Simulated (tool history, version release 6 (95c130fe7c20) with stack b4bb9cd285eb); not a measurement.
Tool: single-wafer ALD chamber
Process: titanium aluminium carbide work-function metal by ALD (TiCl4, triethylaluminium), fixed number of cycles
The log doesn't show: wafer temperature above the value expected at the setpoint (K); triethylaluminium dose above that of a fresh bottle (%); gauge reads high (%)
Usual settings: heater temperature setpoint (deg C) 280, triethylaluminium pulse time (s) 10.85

run   hour  heater temperature setpoint (deg C)  triethylaluminium pulse time (s)  wafers since the last listed run  hours since the last thermocouple change  hours since the last triethylaluminium bottle change  hours since the showerhead was replaced  hours since the gauge calibration  read-back reference wafer on the same gauge, thickness_nm  mean film thickness on the monitor wafer (angstrom)
  1      0                                  280                             10.85                                 0                                      2169                                                  1453                                   6925.6                              290.7                                                        1.7                                                19.14
  2    8.3                                  280                             10.85                                95                                    2177.3                                                1461.3                                   6933.9                                299                                                      1.701                                                 18.9
  3     18                                  280                             10.85                               111                                      2187                                                  1471                                   6943.6                              308.7                                                      1.701                                                19.17
  4   26.8                                  280                             10.85                               100                                    2195.8                                                1479.8                                   6952.4                              317.5                                                      1.698                                                19.08
  5   33.9                                  280                             10.85                                81                                    2202.9                                                1486.9                                   6959.5                              324.6                                                      1.699                                                19.07
  6   43.4                                  280                             10.85                               108                                    2212.4                                                1496.4                                     6969                              334.1                                                      1.701                                                19.17
  7   51.9                                  280                             10.85                                97                                    2220.9                                                1504.9                                   6977.5                              342.6                                                        1.7                                                19.07
  8   59.4                                  280                             10.85                                86                                    2228.4                                                1512.4                                     6985                              350.1                                                        1.7                                                19.03
  9   71.1                                  269                              8.31                               134                                    2240.1                                                1524.1                                   6996.7                              361.8                                                      1.701                                                17.41
 10   83.9                                  280                             10.85                               146                                    2252.9                                                1536.9                                   7009.5                              374.6                                                        1.7                                                19.06
     102.1  -- thermocouple changed; heater temperature recalibrated
     110.4  -- showerhead replaced
 11  110.9                                  280                             10.85                               126                                       8.8                                                1563.9                                      0.5                              401.6                                                        1.7                                                19.21
 12  111.6                                  280                             10.85                                 8                                       9.5                                                1564.6                                      1.2                              402.3                                                        1.7                                                19.02
 13  117.6                                  275                             14.56                                68                                      15.5                                                1570.6                                      7.2                              408.3                                                      1.699                                                18.92
 14  130.7                                  292                             13.35                               150                                      28.6                                                1583.7                                     20.3                              421.4                                                      1.701                                                20.64
 15  144.8                                  273                               7.6                               161                                      42.7                                                1597.8                                     34.4                              435.5                                                      1.699                                                17.64
 16  156.9                                  280                             10.85                               138                                      54.8                                                1609.9                                     46.5                              447.6                                                      1.701                                                18.94
 17  164.6                                  269                             10.85                                88                                      62.5                                                1617.6                                     54.2                              455.3                                                        1.7                                                17.89
     174.8  -- triethylaluminium bottle replaced
 18  175.8                                  280                              7.43                                36                                      73.7                                                     1                                     65.4                              466.5                                                      1.699                                                18.45
 19  192.2                                  280                             10.85                               188                                      90.1                                                  17.4                                     81.8                              482.9                                                      1.701                                                 19.1
 20    205                                  276                              6.61                               146                                     102.9                                                  30.2                                     94.6                              495.7                                                        1.7                                                17.57
     206.1  -- gauge calibrated
 21  222.8                                  271                              9.34                               204                                     120.7                                                    48                                    112.4                               16.7                                                        1.7                                                17.94
 22  239.5                                  288                             12.02                               191                                     137.4                                                  64.7                                    129.1                               33.4                                                        1.7                                                20.18
 23  253.9                                  280                             12.39                               165                                     151.8                                                  79.1                                    143.5                               47.8                                                      1.701                                                 19.4
 24  263.1                                  280                             10.85                               105                                       161                                                  88.3                                    152.7                                 57                                                        1.7                                                19.14
 25  280.6                                  280                              7.43                               200                                     178.5                                                 105.8                                    170.2                               74.5                                                      1.701                                                 18.3
 26  293.8                                  287                              8.22                               151                                     191.7                                                   119                                    183.4                               87.7                                                        1.7                                                19.23
 27  302.8                                  286                              7.79                               103                                     200.7                                                   128                                    192.4                               96.7                                                        1.7                                                18.96
 28    314                                  268                              7.61                               128                                     211.9                                                 139.2                                    203.6                              107.9                                                      1.701                                                17.11
 29    325                                  274                              8.34                               126                                     222.9                                                 150.2                                    214.6                              118.9                                                        1.7                                                17.97
 30  338.5                                  275                             14.56                               154                                     236.4                                                 163.7                                    228.1                              132.4                                                      1.701                                                18.89
 31  351.9                                  267                             14.78                               153                                     249.8                                                 177.1                                    241.5                              145.8                                                      1.699                                                18.15
 32  360.1                                  267                              7.06                                94                                       258                                                 185.3                                    249.7                                154                                                        1.7                                                16.92

5 ways to go on from here, each from the tool as it stands after run 32. What would each give?
  A  360.5                                  275                             10.85                                 4                                     258.4                                                 185.7                                    250.1                              154.4                                                          ?                                                    ?
  B  360.5                                  273                              14.7                                 4                                     258.4                                                 185.7                                    250.1                              154.4                                                          ?                                                    ?
  C  360.5                                  268                             13.15                                 4                                     258.4                                                 185.7                                    250.1                              154.4                                                          ?                                                    ?
  D  360.5                                  294                             10.85                                 4                                     258.4                                                 185.7                                    250.1                              154.4                                                          ?                                                    ?
  E  360.5                                  267                             13.44                                 4                                     258.4                                                 185.7                                    250.1                              154.4                                                          ?                                                    ?

run  read-back reference wafer on the same gauge, thickness_nm  mean film thickness on the monitor wafer (angstrom)
  A                                                      1.699                                                18.54
  B                                                      1.699                                                18.64
  C                                                      1.699                                                18.05
  D                                                      1.699                                                20.48
  E                                                      1.699                                                17.97
Without the tool's hidden state the same runs would have given:
run  mean film thickness on the monitor wafer (angstrom)
  A                                                18.54
  B                                                18.64
  C                                                18.05
  D                                                20.48
  E                                                17.97
